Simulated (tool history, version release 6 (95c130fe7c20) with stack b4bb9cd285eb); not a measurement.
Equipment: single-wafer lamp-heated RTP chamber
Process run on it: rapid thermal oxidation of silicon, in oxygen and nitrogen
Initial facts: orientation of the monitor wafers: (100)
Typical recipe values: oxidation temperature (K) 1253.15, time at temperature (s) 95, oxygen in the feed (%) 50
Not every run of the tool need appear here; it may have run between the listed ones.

run,day,oxidation temperature (K),time at temperature (s),oxygen in the feed (%),wafers since the last listed run,wafers since the last pyrometer calibration,hours since the oxygen flow controller was replaced,hours since the gauge calibration,"read-back reference wafer on the same gauge, thickness",oxide thickness on the monitor wafer (nm)
1,0.000,1273.15,112,50,0,650,4449.9,411.5,6.612,7.135
2,1.571,1273.15,112,50,198,848,4487.6,449.2,6.611,7.156
3,4.175,1253.15,95,50,328,1177,4550.1,511.7,6.611,5.752
4,6.875,1253.15,95,50,340,1518,4614.9,576.5,6.611,5.773
5,8.638,1253.15,95,50,222,1740,4657.2,618.8,6.608,5.764
6,12.117,1253.15,95,71,439,2179,4740.7,702.3,6.611,6.471
7,15.108,1253.15,95,43,377,2557,4812.5,774.1,6.611,5.511
8,18.996,1253.15,95,43,490,3047,4905.8,867.4,6.612,5.517
9,20.733,1253.15,95,43,219,3267,4947.5,909.1,6.610,5.515
10,22.754,1253.15,77,65,255,3522,4996.0,957.6,6.609,5.764
11,25.300,1253.15,77,65,321,3843,5057.1,1018.7,6.610,5.758
12,28.354,1253.15,77,65,385,4229,5130.4,1092.0,6.612,5.753
13,30.317,1253.15,95,50,247,4476,5177.5,1139.1,6.611,5.796
14,31.875,1253.15,95,50,196,4673,5214.9,1176.5,6.611,5.809
15,34.033,1253.15,133,38,272,4946,5266.7,1228.3,6.609,6.159
16,36.125,1253.15,133,38,264,5210,5316.9,1278.5,6.611,6.174
17,40.133,1253.15,133,38,505,5716,5413.1,1374.7,6.612,6.186
# day 42.138: pyrometer window cleaned and pyrometer calibrated
18,43.854,1228.15,95,50,427,216,5502.4,1464.0,6.613,4.839
19,48.350,1280.15,95,50,567,784,5610.3,1571.9,6.612,7.006
# day 49.375: oxygen flow controller replaced
20,52.533,1253.15,95,50,485,1270,75.8,1672.3,6.611,5.705
21,56.925,1253.15,110,62,554,1824,181.2,1777.7,6.611,6.546
22,59.042,1253.15,95,37,267,2091,232.0,1828.5,6.610,5.171
23,62.408,1263.15,72,50,424,2516,312.8,1909.3,6.609,5.441
# day 63.908: gauge calibrated
24,66.858,1245.15,95,50,561,3078,419.6,70.8,6.610,5.383
25,71.217,1234.15,134,68,550,3628,524.2,175.4,6.610,6.401
26,75.246,1253.15,110,62,508,4137,620.9,272.1,6.609,6.571
27,77.796,1244.15,70,74,321,4459,682.1,333.3,6.610,5.362
28,80.888,1271.15,95,73,390,4849,756.3,407.5,6.611,7.431
# day 81.642: pyrometer window cleaned and pyrometer calibrated
29,82.488,1280.15,118,41,159,106,794.7,445.9,6.609,7.091
30,85.700,1253.15,51,50,405,512,871.8,523.0,6.609,4.420
31,90.112,1253.15,95,78,556,1069,977.7,628.9,6.609,6.611
32,91.867,1253.15,137,61,221,1290,1019.8,671.0,6.609,7.156
33,93.454,1253.15,95,50,200,1490,1057.9,709.1,6.611,5.709
34,97.775,1253.15,78,50,545,2036,1161.6,812.8,6.611,5.253
35,101.892,1274.15,95,66,519,2555,1260.4,911.6,6.610,7.321
36,106.279,1253.15,51,50,553,3109,1365.7,1016.9,6.611,4.433
37,108.483,1278.15,122,67,278,3388,1418.6,1069.8,6.610,8.486
38,112.308,1232.15,75,50,482,3870,1510.4,1161.6,6.609,4.492

Measured less the same run without the tool's hidden state. The same run-to-run variation is in both; the gauge's scatter may not be:
Unlogged tool condition in this case: true wafer temperature minus pyrometer reading, K; deviation of the oxygen flow from its setpoint, %; gauge reads high (%).
run,oxide thickness on the monitor wafer (nm)
1,+0.091
2,+0.095
3,+0.078
4,+0.083
5,+0.086
6,+0.076
7,+0.100
8,+0.107
9,+0.110
10,+0.091
11,+0.095
12,+0.100
13,+0.125
14,+0.129
15,+0.162
16,+0.166
17,+0.175
18,+0.068
19,+0.122
20,+0.017
21,+0.027
22,+0.023
23,+0.028
24,+0.033
25,+0.048
26,+0.055
27,+0.046
28,+0.071
29,+0.007
30,+0.006
31,+0.016
32,+0.022
33,+0.020
34,+0.023
35,+0.039
36,+0.026
37,+0.059
38,+0.034
